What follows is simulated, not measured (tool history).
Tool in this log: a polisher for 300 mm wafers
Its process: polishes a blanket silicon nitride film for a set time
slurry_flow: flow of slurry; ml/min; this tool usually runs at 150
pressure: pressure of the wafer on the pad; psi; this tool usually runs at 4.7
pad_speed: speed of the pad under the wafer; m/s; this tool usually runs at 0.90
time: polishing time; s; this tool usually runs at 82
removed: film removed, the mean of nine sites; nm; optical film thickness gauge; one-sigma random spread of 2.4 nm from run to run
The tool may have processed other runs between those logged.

run	hour	slurry_flow	pressure	pad_speed	time	incoming thickness of the incoming film, nm	removed
1	0.0	150	4.7	0.90	82	704.1	181.8
# hour 38.9: worn pad replaced by a new one
2	39.4	150	4.7	0.90	82	695.5	181.5
3	41.7	150	4.7	0.90	82	694.0	181.3
4	79.8	150	4.7	0.90	90	694.8	195.3
5	90.4	150	4.7	0.90	82	696.7	176.4
6	138.5	150	4.7	0.90	82	713.8	177.5
# hour 144.5: worn pad replaced by a new one
7	174.9	150	4.7	0.90	82	701.4	179.4
8	183.7	150	4.7	0.90	82	703.9	174.8
9	192.7	150	4.7	0.90	82	686.5	175.7
10	203.8	110	4.7	1.06	82	704.0	187.9
11	212.0	150	3.3	0.90	82	704.8	124.3
# hour 222.2: slurry nozzle cleaned
12	225.8	150	4.7	0.90	82	695.5	175.7
# hour 229.8: head pressure recalibrated
13	237.6	150	4.7	0.90	102	699.1	249.6
# hour 242.5: worn pad replaced by a new one
14	247.7	150	4.7	0.90	82	710.8	198.7
15	259.4	195	5.4	0.90	82	696.7	239.8
16	275.4	150	4.7	1.02	74	697.8	199.5
17	290.3	200	4.7	0.80	59	691.8	135.4
18	302.4	150	4.7	0.90	82	709.6	196.6
19	308.9	150	4.7	0.72	82	696.8	166.0

Predict each of these 3 candidate next runs independently; none follows another, all start after run 19:
A	309.3	150	4.7	0.90	82	709.3	?
B	309.3	150	6.2	1.08	82	709.3	?
C	309.3	130	4.7	1.12	70	709.3	?

run	removed
A	196.7
B	300.3
C	194.4
The same runs, with their run-to-run variation unchanged, on a tool lacking any hidden condition would have given:
run	removed
A	203.1
B	309.9
C	200.7
